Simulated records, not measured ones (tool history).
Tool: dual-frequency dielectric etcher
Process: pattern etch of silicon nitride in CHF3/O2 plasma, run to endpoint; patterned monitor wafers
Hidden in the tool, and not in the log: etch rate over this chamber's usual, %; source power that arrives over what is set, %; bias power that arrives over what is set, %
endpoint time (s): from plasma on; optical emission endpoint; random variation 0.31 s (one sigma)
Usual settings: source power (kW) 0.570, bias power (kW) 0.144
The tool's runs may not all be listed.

| run | day | source power (kW) | bias power (kW) | wafers since the last listed run | hours since the last wet clean | hours since the last source power generator calibration | hours since the last bias power generator calibration | hours since the last upper electrode change | incoming incoming film thickness, nm | endpoint time (s) |
|---|---|---|---|---|---|---|---|---|---|---|
| 1 | 0.000 | 0.640 | 0.144 | 0 | 360.7 | 1937.7 | 4624.4 | 3197.4 | 86.1 | 62.6 |
| 2 | 1.425 | 0.570 | 0.144 | 477 | 394.9 | 1971.9 | 4658.6 | 3231.6 | 87.6 | 66.1 |
|  | 4.296 | wet clean of the chamber |
| 3 | 4.317 | 0.570 | 0.144 | 634 | 0.5 | 2041.3 | 4728.0 | 3301.0 | 87.4 | 65.9 |
| 4 | 4.817 | 0.570 | 0.144 | 167 | 12.5 | 2053.3 | 4740.0 | 3313.0 | 86.4 | 65.5 |
| 5 | 6.604 | 0.610 | 0.144 | 599 | 55.4 | 2096.2 | 4782.9 | 3355.9 | 86.9 | 63.6 |
| 6 | 9.379 | 0.570 | 0.144 | 930 | 122.0 | 2162.8 | 4849.5 | 3422.5 | 87.1 | 65.2 |
|  | 9.583 | bias power generator calibrated |
| 7 | 11.062 | 0.570 | 0.144 | 508 | 162.4 | 2203.2 | 35.5 | 3462.9 | 86.3 | 65.2 |
| 8 | 13.062 | 0.650 | 0.157 | 670 | 210.4 | 2251.2 | 83.5 | 3510.9 | 86.8 | 61.4 |
|  | 15.867 | upper electrode replaced |
| 9 | 15.888 | 0.480 | 0.144 | 611 | 278.2 | 2319.0 | 151.3 | 0.5 | 86.9 | 68.9 |
| 10 | 17.092 | 0.570 | 0.124 | 403 | 307.1 | 2347.9 | 180.2 | 29.4 | 87.0 | 68.6 |
| 11 | 19.854 | 0.650 | 0.156 | 925 | 373.4 | 2414.2 | 246.5 | 95.7 | 86.9 | 61.5 |

The next listed run, before its measurement:
|  | 20.308 | source power generator calibrated |
|  | 22.496 | wet clean of the chamber |
| 12 | 22.517 | 0.570 | 0.144 | 501 | 0.5 | 53.0 | 310.4 | 159.6 | 86.8 | ? |

endpoint time (s): 65.6
Without the tool's hidden state the same run would have given endpoint time (s) 65.6.

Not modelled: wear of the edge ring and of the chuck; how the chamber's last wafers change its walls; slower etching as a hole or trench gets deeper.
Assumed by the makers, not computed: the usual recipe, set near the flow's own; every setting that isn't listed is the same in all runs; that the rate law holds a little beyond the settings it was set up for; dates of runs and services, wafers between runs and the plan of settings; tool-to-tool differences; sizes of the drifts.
